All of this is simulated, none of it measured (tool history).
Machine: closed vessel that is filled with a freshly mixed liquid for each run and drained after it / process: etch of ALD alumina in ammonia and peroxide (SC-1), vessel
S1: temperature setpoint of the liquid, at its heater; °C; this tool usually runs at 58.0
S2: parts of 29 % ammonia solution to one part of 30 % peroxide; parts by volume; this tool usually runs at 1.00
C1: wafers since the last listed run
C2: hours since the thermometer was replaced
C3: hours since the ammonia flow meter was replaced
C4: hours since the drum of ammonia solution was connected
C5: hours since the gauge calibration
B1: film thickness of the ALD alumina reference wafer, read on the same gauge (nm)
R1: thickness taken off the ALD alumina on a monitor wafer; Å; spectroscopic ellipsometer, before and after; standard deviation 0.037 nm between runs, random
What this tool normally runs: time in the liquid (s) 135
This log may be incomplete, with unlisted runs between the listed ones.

Run 1, hour 0.0: usual settings; C1 0; C2 664.9; C3 983.9; C4 474.4; C5 443.6; B1 150.01. Result: R1 74.3 Å.
At hour 37.7: new drum of ammonia solution connected.
Run 2, hour 92.7: usual settings; C1 11463; C2 757.6; C3 1076.6; C4 55.0; C5 536.3; B1 149.99. Result: R1 74.6 Å.
Run 3, hour 161.4: usual settings; C1 8588; C2 826.3; C3 1145.3; C4 123.7; C5 605.0; B1 149.98. Result: R1 73.6 Å.
At hour 211.3: thermometer replaced.
Run 4, hour 272.8: usual settings; C1 13800; C2 61.5; C3 1256.7; C4 235.1; C5 716.4; B1 150.03. Result: R1 72.7 Å.
Run 5, hour 521.2: usual settings; C1 31051; C2 309.9; C3 1505.1; C4 483.5; C5 964.8; B1 149.99. Result: R1 73.8 Å.
At hour 544.8: new drum of ammonia solution connected.
Run 6, hour 624.1: usual settings; C1 12738; C2 412.8; C3 1608.0; C4 79.3; C5 1067.7; B1 149.99. Result: R1 73.3 Å.
Run 7, hour 666.1: usual settings but time in the liquid (s) 175; C1 5250; C2 454.8; C3 1650.0; C4 121.3; C5 1109.7; B1 150.00. Result: R1 94.8 Å.
Run 8, hour 750.9: usual settings but time in the liquid (s) 175; C1 10600; C2 539.6; C3 1734.8; C4 206.1; C5 1194.5; B1 150.02. Result: R1 94.8 Å.
Run 9, hour 811.4: usual settings but time in the liquid (s) 175; C1 7562; C2 600.1; C3 1795.3; C4 266.6; C5 1255.0; B1 150.01. Result: R1 95.3 Å.
Run 10, hour 903.4: usual settings; C1 11500; C2 692.1; C3 1887.3; C4 358.6; C5 1347.0; B1 150.01. Result: R1 73.0 Å.
Run 11, hour 1004.1: usual settings but S1 54.5 °C; C1 12588; C2 792.8; C3 1988.0; C4 459.3; C5 1447.7; B1 149.98. Result: R1 61.2 Å.
At hour 1023.0: new drum of ammonia solution connected.
Run 12, hour 1042.5: usual settings but S1 54.5 °C; C1 4675; C2 831.2; C3 2026.4; C4 19.5; C5 1486.1; B1 150.00. Result: R1 61.5 Å.
Run 13, hour 1100.5: usual settings; C1 7250; C2 889.2; C3 2084.4; C4 77.5; C5 1544.1; B1 150.00. Result: R1 74.4 Å.
At hour 1130.8: thermometer replaced.
Run 14, hour 1142.4: usual settings; C1 5112; C2 11.6; C3 2126.3; C4 119.4; C5 1586.0; B1 150.02. Result: R1 73.2 Å.
Run 15, hour 1230.7: usual settings but S1 64.0 °C, S2 1.20 parts by volume, time in the liquid (s) 95; C1 11038; C2 99.9; C3 2214.6; C4 207.7; C5 1674.3; B1 150.01. Result: R1 70.6 Å.
Run 16, hour 1309.0: usual settings but S2 1.20 parts by volume; C1 9788; C2 178.2; C3 2292.9; C4 286.0; C5 1752.6; B1 149.98. Result: R1 73.7 Å.
At hour 1327.4: ammonia flow meter replaced.
Run 17, hour 1380.1: usual settings but S2 0.65 parts by volume, time in the liquid (s) 70; C1 8763; C2 249.3; C3 52.7; C4 357.1; C5 1823.7; B1 150.04. Result: R1 36.2 Å.
Run 18, hour 1422.7: usual settings but S1 49.0 °C, S2 0.80 parts by volume, time in the liquid (s) 80; C1 5325; C2 291.9; C3 95.3; C4 399.7; C5 1866.3; B1 150.01. Result: R1 26.3 Å.
At hour 1432.5: new drum of ammonia solution connected.
Run 19, hour 1476.1: usual settings but S1 66.5 °C, S2 0.60 parts by volume, time in the liquid (s) 170; C1 6550; C2 345.3; C3 148.7; C4 43.6; C5 1919.7; B1 150.03. Result: R1 133.6 Å.
Run 20, hour 1540.0: usual settings but S1 49.0 °C, S2 1.20 parts by volume, time in the liquid (s) 110; C1 7988; C2 409.2; C3 212.6; C4 107.5; C5 1983.6; B1 149.99. Result: R1 37.4 Å.
Run 21, hour 1592.5: usual settings; C1 6562; C2 461.7; C3 265.1; C4 160.0; C5 2036.1; B1 149.99. Result: R1 73.5 Å.
Run 22, hour 1684.6: usual settings but S1 54.5 °C; C1 11513; C2 553.8; C3 357.2; C4 252.1; C5 2128.2; B1 149.97. Result: R1 60.9 Å.
At hour 1712.9: gauge calibrated.
Run 23, hour 1741.5: usual settings; C1 7112; C2 610.7; C3 414.1; C4 309.0; C5 28.6; B1 150.03. Result: R1 73.8 Å.
Run 24, hour 1805.8: usual settings but S1 67.0 °C; C1 8038; C2 675.0; C3 478.4; C4 373.3; C5 92.9; B1 150.05. Result: R1 114.7 Å.
Run 25, hour 1883.2: usual settings but S1 64.5 °C, S2 0.55 parts by volume, time in the liquid (s) 190; C1 9675; C2 752.4; C3 555.8; C4 450.7; C5 170.3; B1 150.00. Result: R1 136.5 Å.
At hour 1915.5: new drum of ammonia solution connected.
Run 26, hour 1921.5: usual settings but S1 66.5 °C, time in the liquid (s) 180; C1 4662; C2 790.7; C3 594.1; C4 6.0; C5 208.6; B1 150.02. Result: R1 150.9 Å.
At hour 1941.8: thermometer replaced.
Run 27, hour 2001.2: usual settings but S1 67.0 °C, S2 0.65 parts by volume, time in the liquid (s) 85; C1 9838; C2 59.4; C3 673.8; C4 85.7; C5 288.3; B1 150.00. Result: R1 69.2 Å.
Run 28, hour 2042.0: usual settings but S2 0.75 parts by volume; C1 5100; C2 100.2; C3 714.6; C4 126.5; C5 329.1; B1 149.97. Result: R1 71.0 Å.
Run 29, hour 2147.5: usual settings but S1 61.0 °C, time in the liquid (s) 210; C1 13188; C2 205.7; C3 820.1; C4 232.0; C5 434.6; B1 149.99. Result: R1 131.7 Å.
Run 30, hour 2210.0: usual settings but S1 53.5 °C, time in the liquid (s) 180; C1 7813; C2 268.2; C3 882.6; C4 294.5; C5 497.1; B1 150.00. Result: R1 77.0 Å.

3 ways to go on from here, each from the tool as it stands after run 30. What would each give?
Run A, hour 2210.7: usual settings; C1 87; C2 268.9; C3 883.3; C4 295.2; C5 497.8; B1 ?. Result: R1 ?.
Run B, hour 2210.7: usual settings but S1 49.0 °C, S2 0.60 parts by volume; C1 87; C2 268.9; C3 883.3; C4 295.2; C5 497.8; B1 ?. Result: R1 ?.
Run C, hour 2210.7: usual settings but S1 55.0 °C, S2 0.60 parts by volume, time in the liquid (s) 180; C1 87; C2 268.9; C3 883.3; C4 295.2; C5 497.8; B1 ?. Result: R1 ?.

run      B1    R1
  A  150.03  72.7
  B  150.03  42.8
  C  150.03  78.9
The same runs, with their run-to-run variation unchanged, on a tool lacking any hidden condition would have given:
run    R1
  A  72.1
  B  42.4
  C  78.2
